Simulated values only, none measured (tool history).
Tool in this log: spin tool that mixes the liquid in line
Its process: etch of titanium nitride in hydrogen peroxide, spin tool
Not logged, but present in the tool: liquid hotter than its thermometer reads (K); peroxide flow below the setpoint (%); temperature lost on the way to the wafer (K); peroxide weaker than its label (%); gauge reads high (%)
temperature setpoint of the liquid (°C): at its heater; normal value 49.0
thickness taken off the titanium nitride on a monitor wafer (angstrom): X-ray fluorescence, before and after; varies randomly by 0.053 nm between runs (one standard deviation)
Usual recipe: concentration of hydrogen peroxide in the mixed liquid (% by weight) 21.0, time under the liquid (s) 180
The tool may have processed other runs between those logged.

run   hour  temperature setpoint of the liquid (°C)  concentration of hydrogen peroxide in the mixed liquid (% by weight)  time under the liquid (s)  wafers since the last listed run  hours since the thermometer was replaced  hours since the peroxide flow meter was replaced  hours since the heated supply line was repaired  hours since the drum of peroxide was connected  hours since the gauge calibration  read-back film thickness of the titanium nitride reference wafer, read on the same gauge (nm)  thickness taken off the titanium nitride on a monitor wafer (angstrom)
  1    0.0                                     49.0                                                                  17.0                        180                                 0                                    2712.2                                             673.6                                            890.9                                           743.7                              183.1                                                                                          60.00                                                                    74.8
  2   24.9                                     49.0                                                                  17.0                        180                               151                                    2737.1                                             698.5                                            915.8                                           768.6                              208.0                                                                                          59.98                                                                    75.7
  3   56.3                                     49.0                                                                  17.0                        180                               191                                    2768.5                                             729.9                                            947.2                                           800.0                              239.4                                                                                          60.02                                                                    76.1
  4   86.7                                     49.0                                                                  21.0                        180                               185                                    2798.9                                             760.3                                            977.6                                           830.4                              269.8                                                                                          60.02                                                                    77.6
  5  111.2                                     49.0                                                                  25.5                        180                               149                                    2823.4                                             784.8                                           1002.1                                           854.9                              294.3                                                                                          60.01                                                                    83.0
  6  128.0                                     49.0                                                                  25.5                        180                               102                                    2840.2                                             801.6                                           1018.9                                           871.7                              311.1                                                                                          59.99                                                                    84.0
  7  157.1                                     49.0                                                                  25.5                        180                               177                                    2869.3                                             830.7                                           1048.0                                           900.8                              340.2                                                                                          59.99                                                                    83.5
  8  180.5                                     49.0                                                                  21.0                        180                               142                                    2892.7                                             854.1                                           1071.4                                           924.2                              363.6                                                                                          59.98                                                                    81.0
     180.6  -- gauge calibrated
  9  207.3                                     49.0                                                                  21.0                        180                               163                                    2919.5                                             880.9                                           1098.2                                           951.0                               26.7                                                                                          59.95                                                                    79.1
 10  232.1                                     55.0                                                                  16.0                        180                               151                                    2944.3                                             905.7                                           1123.0                                           975.8                               51.5                                                                                          60.03                                                                   116.4
     247.5  -- heated supply line repaired
 11  249.7                                     55.0                                                                  16.0                        180                               101                                    2961.9                                             923.3                                              2.2                                           993.4                               69.1                                                                                          59.96                                                                   115.7
 12  280.3                                     44.0                                                                  21.0                        230                               186                                    2992.5                                             953.9                                             32.8                                          1024.0                               99.7                                                                                          60.04                                                                    71.1
 13  297.5                                     49.0                                                                  21.0                        180                               104                                    3009.7                                             971.1                                             50.0                                          1041.2                              116.9                                                                                          60.00                                                                    78.6
 14  329.4                                     49.0                                                                  18.5                        180                               194                                    3041.6                                            1003.0                                             81.9                                          1073.1                              148.8                                                                                          59.93                                                                    77.6
     331.2  -- thermometer replaced
 15  356.0                                     49.0                                                                  18.5                        180                               156                                      24.8                                            1029.6                                            108.5                                          1099.7                              175.4                                                                                          59.99                                                                    63.2
 16  374.4                                     46.0                                                                  15.0                        180                               112                                      43.2                                            1048.0                                            126.9                                          1118.1                              193.8                                                                                          60.01                                                                    48.6
     382.7  -- peroxide flow meter replaced
 17  386.5                                     49.0                                                                  21.0                        180                                67                                      55.3                                               3.8                                            139.0                                          1130.2                              205.9                                                                                          59.95                                                                    65.2
 18  399.4                                     49.0                                                                  16.5                        180                                78                                      68.2                                              16.7                                            151.9                                          1143.1                              218.8                                                                                          60.03                                                                    62.3
     445.5  -- new drum of peroxide connected
 19  495.8                                     39.5                                                                  21.0                        100                               582                                     164.6                                             113.1                                            248.3                                            50.3                              315.2                                                                                          60.06                                                                    18.3
 20  518.3                                     40.5                                                                  15.5                        210                               137                                     187.1                                             135.6                                            270.8                                            72.8                              337.7                                                                                          59.99                                                                    38.8
 21  530.4                                     49.0                                                                  21.0                        180                                73                                     199.2                                             147.7                                            282.9                                            84.9                              349.8                                                                                          60.03                                                                    65.4
     532.9  -- gauge calibrated
 22  562.9                                     42.5                                                                  21.0                        180                               198                                     231.7                                             180.2                                            315.4                                           117.4                               30.0                                                                                          60.02                                                                    40.4

Hidden state, per run?
peroxide flow below the setpoint (%): 0 on each run
temperature lost on the way to the wafer (K): 0 on each run
peroxide weaker than its label (%): 0 on each run
gauge reads high (%): 0 on each run
H1: liquid hotter than its thermometer reads (K)
run     H1
  1   2.68
  2    2.7
  3   2.73
  4   2.75
  5   2.77
  6   2.79
  7   2.81
  8   2.83
  9   2.85
 10   2.88
 11   2.89
 12   2.92
 13   2.93
 14   2.96
 15  0.133
 16  0.149
 17  0.159
 18   0.17
 19  0.251
 20   0.27
 21   0.28
 22  0.307

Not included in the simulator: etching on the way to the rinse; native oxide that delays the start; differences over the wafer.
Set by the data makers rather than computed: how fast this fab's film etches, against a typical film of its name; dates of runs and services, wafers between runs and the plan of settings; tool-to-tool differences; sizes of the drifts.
